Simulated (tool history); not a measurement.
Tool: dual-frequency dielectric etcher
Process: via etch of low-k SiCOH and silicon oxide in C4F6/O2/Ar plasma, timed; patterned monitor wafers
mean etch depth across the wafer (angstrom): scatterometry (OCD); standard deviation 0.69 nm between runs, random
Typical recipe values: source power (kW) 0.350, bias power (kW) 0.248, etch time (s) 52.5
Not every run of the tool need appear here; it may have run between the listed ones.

run	hour	source power (kW)	bias power (kW)	etch time (s)	read-back reference wafer on the same gauge, depth_nm	mean etch depth across the wafer (angstrom)
1	0.0	0.350	0.248	52.5	145.9	1556
2	43.7	0.350	0.248	52.5	146.0	1543
3	102.3	0.350	0.248	52.5	145.9	1543
4	127.6	0.350	0.248	52.5	146.3	1535
5	156.4	0.350	0.248	52.5	145.8	1543
6	203.1	0.350	0.248	52.5	146.2	1547
7	227.9	0.400	0.248	52.5	145.9	1636
# hour 266.2: gauge calibrated
8	274.9	0.400	0.248	52.5	146.0	1626
9	312.4	0.400	0.248	52.5	145.8	1642
# hour 359.7: wet clean of the chamber
10	360.7	0.350	0.248	52.5	145.9	1560
# hour 379.7: bias power generator calibrated
11	400.2	0.280	0.214	52.5	145.8	1339
12	451.8	0.390	0.230	47.0	146.0	1418
13	492.5	0.350	0.248	45.5	145.7	1342
14	518.4	0.350	0.248	52.5	146.1	1535
15	543.4	0.390	0.287	61.5	146.0	1991
# hour 606.1: source power generator calibrated
16	612.0	0.350	0.248	52.5	145.8	1537
# hour 649.4: upper electrode replaced
17	680.4	0.290	0.192	45.0	146.1	1117
18	741.3	0.350	0.248	52.5	146.2	1532
19	789.4	0.300	0.266	59.0	145.8	1617
20	835.3	0.310	0.248	61.5	146.2	1673

Hidden state, per run?
source power that arrives over what is set, %: 0, the same for each run
bias power that arrives over what is set, %: 0, the same for each run
gauge reads high (%): 0, the same for each run
H1: etch rate over this chamber's usual, %
run	H1
1	-0.079
2	-0.292
3	-0.579
4	-0.702
5	-0.843
6	-1.07
7	-1.19
8	-1.42
9	-1.6
10	0.181
11	-0.0115
12	-0.264
13	-0.462
14	-0.589
15	-0.711
16	-1.05
17	-1.38
18	-1.68
19	-1.91
20	-2.14
